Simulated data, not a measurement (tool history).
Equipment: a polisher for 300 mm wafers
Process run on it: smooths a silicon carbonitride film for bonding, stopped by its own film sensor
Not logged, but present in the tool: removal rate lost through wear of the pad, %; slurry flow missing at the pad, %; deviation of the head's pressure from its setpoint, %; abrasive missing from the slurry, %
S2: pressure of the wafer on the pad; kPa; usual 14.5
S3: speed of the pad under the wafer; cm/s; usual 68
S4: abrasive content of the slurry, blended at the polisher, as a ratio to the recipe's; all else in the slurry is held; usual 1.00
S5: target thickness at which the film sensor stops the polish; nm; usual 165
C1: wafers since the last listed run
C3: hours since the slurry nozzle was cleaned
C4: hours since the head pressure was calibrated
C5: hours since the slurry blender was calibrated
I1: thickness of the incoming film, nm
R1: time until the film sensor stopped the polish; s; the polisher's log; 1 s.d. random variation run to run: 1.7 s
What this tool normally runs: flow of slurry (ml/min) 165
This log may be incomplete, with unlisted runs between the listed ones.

Run 1, hour 0.0: usual settings but S4 0.85; C1 0; wafers polished on this pad 156; C3 529.2; C4 1267.4; C5 21.6; I1 192.5. Result: R1 155.2 s.
At hour 68.8: worn pad replaced by a new one.
Run 2, hour 83.0: usual settings; C1 918; wafers polished on this pad 164; C3 612.2; C4 1350.4; C5 104.6; I1 191.2. Result: R1 134.6 s.
Run 3, hour 112.0: usual settings; C1 337; wafers polished on this pad 501; C3 641.2; C4 1379.4; C5 133.6; I1 190.0. Result: R1 127.3 s.
Run 4, hour 134.2: usual settings; C1 258; wafers polished on this pad 759; C3 663.4; C4 1401.6; C5 155.8; I1 189.6. Result: R1 128.2 s.
Run 5, hour 152.3: usual settings but flow of slurry (ml/min) 205; C1 210; wafers polished on this pad 970; C3 681.5; C4 1419.7; C5 173.9; I1 189.7. Result: R1 125.7 s.
At hour 157.0: worn pad replaced by a new one.
Run 6, hour 167.3: usual settings but flow of slurry (ml/min) 205; C1 127; wafers polished on this pad 120; C3 696.5; C4 1434.7; C5 188.9; I1 194.2. Result: R1 144.6 s.
At hour 178.6: slurry nozzle cleaned.
Run 7, hour 198.4: usual settings but flow of slurry (ml/min) 205; C1 349; wafers polished on this pad 470; C3 19.8; C4 1465.8; C5 220.0; I1 186.7. Result: R1 106.9 s.
Run 8, hour 219.5: usual settings but S2 11.0 kPa; C1 245; wafers polished on this pad 715; C3 40.9; C4 1486.9; C5 241.1; I1 190.7. Result: R1 172.4 s.
Run 9, hour 236.1: usual settings; C1 192; wafers polished on this pad 908; C3 57.5; C4 1503.5; C5 257.7; I1 192.9. Result: R1 146.4 s.
At hour 259.4: head pressure recalibrated.
At hour 261.6: worn pad replaced by a new one.
Run 10, hour 263.1: usual settings but S4 1.25, S5 170 nm; C1 264; wafers polished on this pad 17; C3 84.5; C4 3.7; C5 284.7; I1 186.9. Result: R1 81.1 s.
At hour 271.4: slurry blender recalibrated.
Run 11, hour 288.3: usual settings but S3 82 cm/s, S5 160 nm; C1 269; wafers polished on this pad 286; C3 109.7; C4 28.9; C5 16.9; I1 190.1. Result: R1 132.8 s.
Run 12, hour 320.7: usual settings but S2 13.1 kPa; C1 376; wafers polished on this pad 663; C3 142.1; C4 61.3; C5 49.3; I1 185.8. Result: R1 119.1 s.
Run 13, hour 338.2: usual settings but flow of slurry (ml/min) 130; C1 203; wafers polished on this pad 867; C3 159.6; C4 78.8; C5 66.8; I1 187.5. Result: R1 122.7 s.
At hour 367.0: worn pad replaced by a new one.
Run 14, hour 392.1: usual settings but S2 17.9 kPa, S4 0.85; C1 580; wafers polished on this pad 291; C3 213.5; C4 132.7; C5 120.7; I1 187.3. Result: R1 103.5 s.
Run 15, hour 418.1: usual settings; C1 302; wafers polished on this pad 593; C3 239.5; C4 158.7; C5 146.7; I1 192.0. Result: R1 141.2 s.
Run 16, hour 433.8: usual settings but S3 82 cm/s, S5 160 nm; C1 182; wafers polished on this pad 776; C3 255.2; C4 174.4; C5 162.4; I1 190.3. Result: R1 132.1 s.
Run 17, hour 446.3: usual settings but S3 76 cm/s, S4 0.75, S5 161 nm; C1 145; wafers polished on this pad 921; C3 267.7; C4 186.9; C5 174.9; I1 188.3. Result: R1 146.9 s.
At hour 455.0: worn pad replaced by a new one.
Run 18, hour 481.6: usual settings but flow of slurry (ml/min) 210, S3 46 cm/s; C1 363; wafers polished on this pad 308; C3 303.0; C4 222.2; C5 210.2; I1 193.4. Result: R1 192.0 s.

Describe how what the log doesn't record of the tool's condition differs between the last listed run preceding each entry between runs and the first listed run following it.
Runs 1 to 2: worn pad replaced by a new one (hour 68.8)
  the hidden state is the same at both runs
Runs 5 to 6: worn pad replaced by a new one (hour 157.0)
  the hidden state is the same at both runs
Runs 6 to 7: slurry nozzle cleaned (hour 178.6)
  the hidden state is the same at both runs
Runs 9 to 10: head pressure recalibrated (hour 259.4); worn pad replaced by a new one (hour 261.6)
  the hidden state is the same at both runs
Runs 10 to 11: slurry blender recalibrated (hour 271.4)
  the hidden state is the same at both runs
Runs 13 to 14: worn pad replaced by a new one (hour 367.0)
  the hidden state is the same at both runs
Runs 17 to 18: worn pad replaced by a new one (hour 455.0)
  the hidden state is the same at both runs
